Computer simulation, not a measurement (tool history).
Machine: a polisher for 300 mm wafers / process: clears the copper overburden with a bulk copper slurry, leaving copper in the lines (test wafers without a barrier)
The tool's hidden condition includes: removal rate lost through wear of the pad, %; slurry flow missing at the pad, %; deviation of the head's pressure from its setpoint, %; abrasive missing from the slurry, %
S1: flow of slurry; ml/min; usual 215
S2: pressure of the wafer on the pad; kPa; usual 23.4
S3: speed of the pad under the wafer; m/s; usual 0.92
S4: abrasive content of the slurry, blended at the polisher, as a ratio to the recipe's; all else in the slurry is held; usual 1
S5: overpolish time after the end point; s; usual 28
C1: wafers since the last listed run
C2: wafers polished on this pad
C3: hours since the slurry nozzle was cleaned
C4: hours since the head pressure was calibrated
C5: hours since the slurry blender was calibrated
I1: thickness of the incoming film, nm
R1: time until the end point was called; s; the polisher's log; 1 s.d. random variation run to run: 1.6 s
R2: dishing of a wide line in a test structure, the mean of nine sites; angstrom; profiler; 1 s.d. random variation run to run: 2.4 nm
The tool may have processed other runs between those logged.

run,hour,S1,S2,S3,S4,S5,C1,C2,C3,C4,C5,I1,R1,R2
1,0,215,23.4,0.92,1,28,0,20,205.5,670.9,153.5,975.6,86.9,1399
2,27.3,215,23.4,0.92,1,28,171,191,232.8,698.2,180.8,965.9,83.7,1431
# hour 45.6: head pressure recalibrated
3,72.6,215,23.4,0.92,1,28,271,462,278.1,27,226.1,966.3,85.5,1413
4,144.5,215,23.4,0.92,1,28,450,913,350,98.9,298,963.6,87.7,1376
5,191.3,215,23.4,0.92,0.85,28,293,1206,396.8,145.7,344.8,948.9,89.1,1364
# hour 236.5: slurry nozzle cleaned
6,248.8,215,23.4,0.92,0.85,28,354,1560,12.3,203.2,402.3,956.9,86.6,1408
# hour 300.9: slurry blender recalibrated
7,310.6,215,23.4,0.92,1,28,374,1935,74.1,265,9.7,956.8,84.3,1394
8,366.2,215,23.4,0.92,1,28,348,2283,129.7,320.6,65.3,960.8,85.6,1476
9,416.1,215,29.6,1.02,1,28,312,2596,179.6,370.5,115.2,955.6,61.6,1682
# hour 464.2: worn pad replaced by a new one
10,464.9,285,31,0.92,1,28,280,4,228.4,419.3,164,954,62.9,1675
11,500.7,255,23.4,0.64,0.9,18,224,228,264.2,455.1,199.8,957.4,114.5,942
12,543.9,215,23.4,0.92,1,28,270,499,307.4,498.3,243,954.4,87.8,1384
# hour 621.8: slurry nozzle cleaned
13,664.4,215,15.9,0.92,0.75,41,748,1248,42.6,618.8,363.5,953.1,126.2,1246
14,735.3,215,15.9,0.92,1.3,18,444,1692,113.5,689.7,434.4,964.3,114.1,847
# hour 738.6: slurry blender recalibrated
# hour 778.3: head pressure recalibrated
15,806.1,215,23.4,0.82,1.25,36,418,2111,184.3,27.8,67.5,959.6,88.7,1559
16,850.5,215,23.4,0.92,0.75,28,278,2389,228.7,72.2,111.9,962,90.3,1365
17,895.3,215,29,0.92,0.7,28,280,2670,273.5,117,156.7,971.6,79.2,1518
18,928.2,215,23.4,0.92,0.85,28,206,2876,306.4,149.9,189.6,964.5,90.9,1380

Forecast run 19:
# hour 946.7: worn pad replaced by a new one
19,977.2,215,26.9,1.2,1,28,281,191,355.4,198.9,238.6,955.7,?,?

R1: 65.1 s
R2: 1667 angstrom
With the hidden condition absent and the run-to-run variation left alone, this run would have shown R1 60.7 s, R2 1708 angstrom.
